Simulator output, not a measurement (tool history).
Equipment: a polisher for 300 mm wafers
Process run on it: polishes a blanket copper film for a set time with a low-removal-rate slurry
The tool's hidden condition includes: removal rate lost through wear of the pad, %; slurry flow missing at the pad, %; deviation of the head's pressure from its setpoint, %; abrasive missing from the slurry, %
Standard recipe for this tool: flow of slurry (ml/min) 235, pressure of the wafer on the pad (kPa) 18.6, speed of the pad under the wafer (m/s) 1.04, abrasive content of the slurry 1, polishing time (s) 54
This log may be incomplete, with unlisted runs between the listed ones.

run,hour,flow of slurry (ml/min),pressure of the wafer on the pad (kPa),speed of the pad under the wafer (m/s),abrasive content of the slurry,polishing time (s),wafers since the last listed run,wafers polished on this pad,hours since the slurry nozzle was cleaned,hours since the head pressure was calibrated,hours since the slurry blender was calibrated,"incoming thickness of the incoming film, nm",film removed (angstrom)
1,0,235,18.6,1.04,1,65,0,970,137.5,884.2,308,1570.2,1541
2,9.3,235,18.6,1.04,1,54,131,1102,146.8,893.5,317.3,1547.7,1278
3,23.7,235,18.6,1.04,1,54,203,1305,161.2,907.9,331.7,1556.8,1295
4,29.9,235,18.6,1.04,1,54,87,1393,167.4,914.1,337.9,1531.4,1283
# hour 40.3: worn pad replaced by a new one
5,47.8,235,18.6,1.12,1,54,196,106,185.3,932,355.8,1531.7,1366
6,54.7,235,18.6,1.12,1,54,97,204,192.2,938.9,362.7,1514.7,1369
7,71.8,235,18.6,1.04,1,54,242,446,209.3,956,379.8,1537.5,1260
8,85.8,235,18.6,1.04,1,54,198,644,223.3,970,393.8,1550.3,1303
9,93.3,235,18.6,1.04,1,54,106,750,230.8,977.5,401.3,1543,1287
10,100.2,235,18.6,1.04,1,54,97,848,237.7,984.4,408.2,1541.4,1276
# hour 129.9: slurry blender recalibrated
11,132.7,235,24.8,1.04,1,54,431,1280,270.2,1016.9,2.8,1543.5,1706
# hour 136.8: worn pad replaced by a new one
12,139.7,200,23.4,1.04,1.2,66,42,41,277.2,1023.9,9.8,1548.2,1937
13,151.9,235,18.6,1.14,1,54,172,214,289.4,1036.1,22,1564.5,1365
14,167.3,235,18.6,0.84,0.9,54,218,432,304.8,1051.5,37.4,1523,1000
15,180.5,235,18.6,1.04,1,54,186,618,318,1064.7,50.6,1543.7,1233
# hour 190.6: slurry nozzle cleaned
16,191.1,235,18.6,1.04,1,65,135,754,0.5,1075.3,61.2,1522.4,1556
# hour 198.3: head pressure recalibrated
17,201.9,235,18.6,1.04,1,54,124,879,11.3,3.6,72,1533.6,1333
18,209.5,235,22.8,0.82,0.9,38,107,987,18.9,11.2,79.6,1540.8,870
19,222.3,235,18.6,1.04,1,54,181,1168,31.7,24,92.4,1539.5,1317
# hour 239: worn pad replaced by a new one
20,240,235,18.6,1.04,1,54,193,14,49.4,41.7,110.1,1546.9,1318
21,251.6,235,20.7,1.04,1,54,164,178,61,53.3,121.7,1532.4,1449
22,268.4,235,18.6,1.04,1,54,237,416,77.8,70.1,138.5,1545.6,1305
23,275.8,235,18.6,1.3,1,54,104,521,85.2,77.5,145.9,1518.6,1619
24,291,235,18.6,1.04,1,54,215,736,100.4,92.7,161.1,1546.4,1280
25,306.4,235,18.6,1.04,0.75,41,218,954,115.8,108.1,176.5,1525.2,919
26,313.5,275,14.5,1.04,1,73,100,1054,122.9,115.2,183.6,1546.4,1372
27,321.6,290,18.6,1.04,1.2,54,114,1169,131,123.3,191.7,1541.8,1382
28,331.6,270,18.6,1.14,1,43,141,1311,141,133.3,201.7,1521.4,1131
# hour 341: worn pad replaced by a new one
29,347.8,235,18.6,0.8,0.85,45,172,96,157.2,149.5,217.9,1516.2,807

Give the tool's hidden conditions for every run:
removal rate lost through wear of the pad, %: 0 in every run
deviation of the head's pressure from its setpoint, %: 0 in every run
abrasive missing from the slurry, %: 0 in every run
H1: slurry flow missing at the pad, %
run,H1
1,16
2,17
3,18.6
4,19.3
5,21.3
6,22.1
7,24
8,25.6
9,26.4
10,27.2
11,30.8
12,31.6
13,33
14,34.7
15,36.2
16,0.91
17,2.12
18,2.97
19,4.4
20,6.38
21,7.68
22,9.56
23,10.4
24,12.1
25,13.8
26,14.6
27,15.5
28,16.6
29,18.4
